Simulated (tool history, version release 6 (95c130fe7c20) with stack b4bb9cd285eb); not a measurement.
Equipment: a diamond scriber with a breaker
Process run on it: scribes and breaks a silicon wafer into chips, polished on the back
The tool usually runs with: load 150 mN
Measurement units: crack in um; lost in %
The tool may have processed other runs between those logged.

run   hour  load  wafers since the last listed run  hours since the diamond tip was replaced  hours since the load on the tip was calibrated  incoming depth of the damage left on the back of the incoming wafer, um  crack   lost
  1      0   150                                 0                                     517.2                                          1036.4                                                                     0.04   8.51   1.63
  2   12.9   150                                23                                     530.1                                          1049.3                                                                     0.05   8.21   1.91
  3   26.3   150                                24                                     543.5                                          1062.7                                                                     0.02   8.29   1.57
  4   41.2   150                                26                                     558.4                                          1077.6                                                                     0.04   8.41   1.58
  5     53   150                                21                                     570.2                                          1089.4                                                                     0.03   8.29   1.84
  6   69.9   171                                30                                     587.1                                          1106.3                                                                     0.03   8.81   1.33
  7   82.1   150                                22                                     599.3                                          1118.5                                                                     0.05   8.52   1.83
  8   96.1   150                                25                                     613.3                                          1132.5                                                                     0.02   8.41   2.09
  9  106.4   150                                18                                     623.6                                          1142.8                                                                     0.04   8.32   2.26
 10    123   115                                30                                     640.2                                          1159.4                                                                     0.02   6.85   9.83
 11  140.5   115                                31                                     657.7                                          1176.9                                                                     0.04    6.9  10.92
 12  149.4   115                                16                                     666.6                                          1185.8                                                                     0.04    7.1   9.68
 13  160.1   150                                19                                     677.3                                          1196.5                                                                     0.03   8.42   2.49
 14  170.8   135                                19                                       688                                          1207.2                                                                     0.02   7.46   4.71
 15  187.6   135                                30                                     704.8                                            1224                                                                     0.04   7.25   5.59
 16  196.6   135                                16                                     713.8                                            1233                                                                     0.04    7.7   5.38
     201.6  -- diamond tip replaced by a new one
 17  207.8   132                                16                                       6.2                                          1244.2                                                                     0.01   8.47   2.75
 18  223.6   132                                28                                        22                                            1260                                                                     0.03    7.9   2.71
 19    240   132                                29                                      38.4                                          1276.4                                                                     0.04   8.18   2.54
     250.6  -- load on the tip recalibrated
 20  251.1   150                                16                                      49.5                                             0.5                                                                     0.02   8.65   1.17
 21  257.8   186                                12                                      56.2                                             7.2                                                                     0.03   9.95   3.74
 22    275   150                                31                                      73.4                                            24.4                                                                     0.03    8.6   1.29
 23  288.3   150                                24                                      86.7                                            37.7                                                                     0.05   8.71   1.39
 24  298.2   127                                17                                      96.6                                            47.6                                                                     0.03   7.79    3.5
 25  314.8   120                                30                                     113.2                                            64.2                                                                     0.03    7.4   5.41
 26  325.1   163                                18                                     123.5                                            74.5                                                                     0.04   9.23   1.52
 27  334.6   150                                17                                       133                                              84                                                                     0.04    8.8   1.24
 28  352.4   183                                32                                     150.8                                           101.8                                                                     0.02  10.17   3.35
 29  366.4   136                                25                                     164.8                                           115.8                                                                     0.01   8.34   1.93
 30  377.1   188                                19                                     175.5                                           126.5                                                                     0.02  10.02   3.71
 31  389.7   150                                22                                     188.1                                           139.1                                                                     0.05   8.85   1.22
 32  439.5   137                                90                                     237.9                                           188.9                                                                     0.03   8.45   1.81
 33  453.7   166                                25                                     252.1                                           203.1                                                                     0.03    9.3   1.69
 34  467.3   150                                24                                     265.7                                           216.7                                                                     0.02   8.85   1.41
 35  483.7   171                                29                                     282.1                                           233.1                                                                     0.04   9.28   1.97
 36  490.3   177                                11                                     288.7                                           239.7                                                                     0.05   9.32   2.05
 37  502.8   181                                22                                     301.2                                           252.2                                                                     0.02   9.58   3.09
 38    520   133                                31                                     318.4                                           269.4                                                                     0.05   8.14   3.12
 39  555.4   176                                64                                     353.8                                           304.8                                                                     0.01   9.68   2.11
 40    563   150                                13                                     361.4                                           312.4                                                                     0.03   8.74   1.55
 41  569.6   150                                11                                       368                                             319                                                                     0.04   8.44   1.38
 42  578.3   150                                15                                     376.7                                           327.7                                                                     0.05    8.8   1.44
 43    595   172                                30                                     393.4                                           344.4                                                                     0.01   9.55   1.66

Same runs, no hidden state in the tool, same run-to-run variation:
Hidden state present: share of the diamond tip's cutting effectiveness lost through wear, %; deviation of the load on the tip from its setpoint, %.
run  crack  lost
  1   8.93  1.28
  2   8.63  1.46
  3   8.74  1.17
  4    8.9  1.15
  5   8.79  1.31
  6   9.38  2.36
  7   9.09  1.22
  8      9  1.35
  9   8.93  1.43
 10   7.38  5.59
 11   7.47  6.04
 12   7.69  5.27
 13   9.15  1.36
 14   8.14  1.93
 15   7.93   2.2
 16   8.45  2.07
 17   8.53  2.53
 18   7.96  2.49
 19   8.25  2.33
 20   8.73  1.16
 21  10.03  4.06
 22   8.68  1.27
 23   8.79  1.38
 24   7.86  3.18
 25   7.47  4.92
 26   9.33  1.67
 27    8.9  1.22
 28  10.29  3.78
 29   8.45   1.7
 30  10.15  4.21
 31   8.97  1.19
 32    8.6  1.51
 33   9.47  2.03
 34   9.03  1.34
 35   9.48  2.48
 36   9.53   2.6
 37    9.8  3.95
 38   8.35  2.38
 39   9.97   2.9
 40   9.01   1.4
 41    8.7  1.23
 42   9.09  1.28
 43   9.89   2.4
